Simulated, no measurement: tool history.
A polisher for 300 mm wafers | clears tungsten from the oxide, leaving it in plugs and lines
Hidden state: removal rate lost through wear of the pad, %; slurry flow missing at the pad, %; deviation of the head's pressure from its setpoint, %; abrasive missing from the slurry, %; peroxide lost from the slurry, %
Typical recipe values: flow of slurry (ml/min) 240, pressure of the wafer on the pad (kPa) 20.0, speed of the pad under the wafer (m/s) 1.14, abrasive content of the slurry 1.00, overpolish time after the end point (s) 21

| run | hour | flow of slurry (ml/min) | pressure of the wafer on the pad (kPa) | speed of the pad under the wafer (m/s) | abrasive content of the slurry | overpolish time after the end point (s) | wafers since the last listed run | wafers polished on this pad | hours since the slurry nozzle was cleaned | hours since the head pressure was calibrated | hours since the slurry blender was calibrated | hours since the slurry got fresh peroxide | incoming thickness of the incoming film, nm | time until the end point was called (s) |
|---|---|---|---|---|---|---|---|---|---|---|---|---|---|---|
| 1 | 0.0 | 240 | 20.0 | 1.14 | 1.10 | 21 | 0 | 1545 | 247.2 | 225.3 | 172.4 | 219.6 | 428.1 | 109.7 |
| 2 | 52.3 | 240 | 23.4 | 0.82 | 1.00 | 21 | 379 | 1925 | 299.5 | 277.6 | 224.7 | 271.9 | 427.5 | 124.0 |
| 3 | 101.8 | 240 | 23.4 | 0.82 | 1.00 | 21 | 359 | 2284 | 349.0 | 327.1 | 274.2 | 321.4 | 443.7 | 136.0 |
|  | 146.6 | slurry nozzle cleaned |
| 4 | 155.2 | 240 | 20.0 | 1.14 | 1.00 | 21 | 380 | 2665 | 8.6 | 380.5 | 327.6 | 374.8 | 444.0 | 123.8 |
| 5 | 182.2 | 295 | 20.0 | 1.14 | 1.00 | 21 | 196 | 2861 | 35.6 | 407.5 | 354.6 | 401.8 | 433.2 | 123.1 |
|  | 206.1 | slurry tank refilled with fresh slurry and peroxide |
| 6 | 219.7 | 240 | 20.0 | 1.14 | 1.00 | 21 | 265 | 3126 | 73.1 | 445.0 | 392.1 | 13.6 | 437.9 | 109.6 |
|  | 245.6 | slurry blender recalibrated |
| 7 | 246.1 | 240 | 23.4 | 1.34 | 1.30 | 14 | 177 | 3303 | 99.5 | 471.4 | 0.5 | 40.0 | 438.3 | 78.0 |
|  | 261.6 | worn pad replaced by a new one |
| 8 | 272.9 | 240 | 20.0 | 1.34 | 0.90 | 25 | 165 | 82 | 126.3 | 498.2 | 27.3 | 66.8 | 436.6 | 98.5 |
| 9 | 299.1 | 240 | 20.0 | 1.14 | 1.00 | 21 | 190 | 272 | 152.5 | 524.4 | 53.5 | 93.0 | 435.2 | 109.5 |
| 10 | 338.3 | 180 | 15.2 | 1.34 | 1.10 | 21 | 284 | 557 | 191.7 | 563.6 | 92.7 | 132.2 | 433.6 | 128.4 |
| 11 | 375.2 | 185 | 15.2 | 0.94 | 1.00 | 33 | 268 | 825 | 228.6 | 600.5 | 129.6 | 169.1 | 433.0 | 176.9 |
| 12 | 431.3 | 240 | 24.8 | 1.14 | 1.00 | 31 | 407 | 1232 | 284.7 | 656.6 | 185.7 | 225.2 | 427.3 | 89.3 |
| 13 | 498.4 | 240 | 20.0 | 0.96 | 1.25 | 15 | 487 | 1720 | 351.8 | 723.7 | 252.8 | 292.3 | 432.3 | 125.2 |
| 14 | 540.8 | 240 | 20.0 | 1.14 | 0.90 | 34 | 307 | 2028 | 394.2 | 766.1 | 295.2 | 334.7 | 436.5 | 128.4 |
|  | 559.4 | head pressure recalibrated |
| 15 | 593.2 | 240 | 22.1 | 1.14 | 0.75 | 21 | 366 | 2394 | 446.6 | 33.8 | 347.6 | 387.1 | 437.2 | 127.1 |
|  | 612.2 | slurry nozzle cleaned |
|  | 660.9 | slurry tank refilled with fresh slurry and peroxide |
|  | 663.7 | slurry blender recalibrated |
| 16 | 664.9 | 240 | 20.0 | 1.14 | 1.00 | 21 | 491 | 2885 | 52.7 | 105.5 | 1.2 | 4.0 | 433.5 | 107.3 |
|  | 724.2 | worn pad replaced by a new one |
| 17 | 733.0 | 270 | 20.0 | 1.14 | 0.90 | 21 | 465 | 64 | 120.8 | 173.6 | 69.3 | 72.1 | 436.6 | 113.1 |
| 18 | 773.5 | 240 | 20.0 | 1.14 | 0.85 | 29 | 294 | 358 | 161.3 | 214.1 | 109.8 | 112.6 | 431.4 | 118.1 |
| 19 | 819.5 | 165 | 20.0 | 1.36 | 0.85 | 16 | 334 | 692 | 207.3 | 260.1 | 155.8 | 158.6 | 432.8 | 107.9 |
| 20 | 873.6 | 240 | 20.0 | 1.14 | 0.80 | 31 | 392 | 1085 | 261.4 | 314.2 | 209.9 | 212.7 | 441.9 | 125.2 |
| 21 | 898.6 | 315 | 13.8 | 1.14 | 1.00 | 21 | 181 | 1267 | 286.4 | 339.2 | 234.9 | 237.7 | 436.1 | 156.3 |
| 22 | 937.0 | 215 | 17.9 | 1.52 | 1.00 | 17 | 278 | 1546 | 324.8 | 377.6 | 273.3 | 276.1 | 434.8 | 102.0 |
| 23 | 967.5 | 180 | 15.2 | 1.34 | 1.10 | 21 | 221 | 1767 | 355.3 | 408.1 | 303.8 | 306.6 | 432.1 | 136.4 |
|  | 995.6 | slurry nozzle cleaned |
| 24 | 1002.7 | 240 | 13.8 | 1.14 | 1.25 | 26 | 248 | 2015 | 7.1 | 443.3 | 339.0 | 341.8 | 439.7 | 164.4 |
|  | 1049.4 | slurry blender recalibrated |
| 25 | 1056.3 | 270 | 20.0 | 0.98 | 0.75 | 25 | 374 | 2390 | 60.7 | 496.9 | 6.9 | 395.4 | 433.8 | 151.5 |
|  | 1078.6 | slurry tank refilled with fresh slurry and peroxide |
| 26 | 1121.3 | 240 | 14.5 | 1.14 | 1.00 | 13 | 464 | 2855 | 125.7 | 561.9 | 71.9 | 42.7 | 438.3 | 149.0 |
| 27 | 1176.4 | 240 | 24.1 | 0.92 | 1.30 | 21 | 400 | 3255 | 180.8 | 617.0 | 127.0 | 97.8 | 436.9 | 99.9 |

Branching from run 27: 3 alternative next runs. What would each branch give?
| A | 1176.9 | 185 | 20.0 | 1.14 | 1.00 | 21 | 3 | 3259 | 181.3 | 617.5 | 127.5 | 98.3 | 440.9 | ? |
| B | 1176.9 | 240 | 16.5 | 1.42 | 1.00 | 21 | 3 | 3259 | 181.3 | 617.5 | 127.5 | 98.3 | 440.9 | ? |
| C | 1176.9 | 180 | 20.0 | 1.14 | 0.75 | 21 | 3 | 3259 | 181.3 | 617.5 | 127.5 | 98.3 | 440.9 | ? |

| run | time until the end point was called (s) |
|---|---|
| A | 113.4 |
| B | 109.2 |
| C | 125.1 |
What these runs would have given with no unlogged condition in the tool:
| run | time until the end point was called (s) |
|---|---|
| A | 112.5 |
| B | 108.4 |
| C | 124.1 |

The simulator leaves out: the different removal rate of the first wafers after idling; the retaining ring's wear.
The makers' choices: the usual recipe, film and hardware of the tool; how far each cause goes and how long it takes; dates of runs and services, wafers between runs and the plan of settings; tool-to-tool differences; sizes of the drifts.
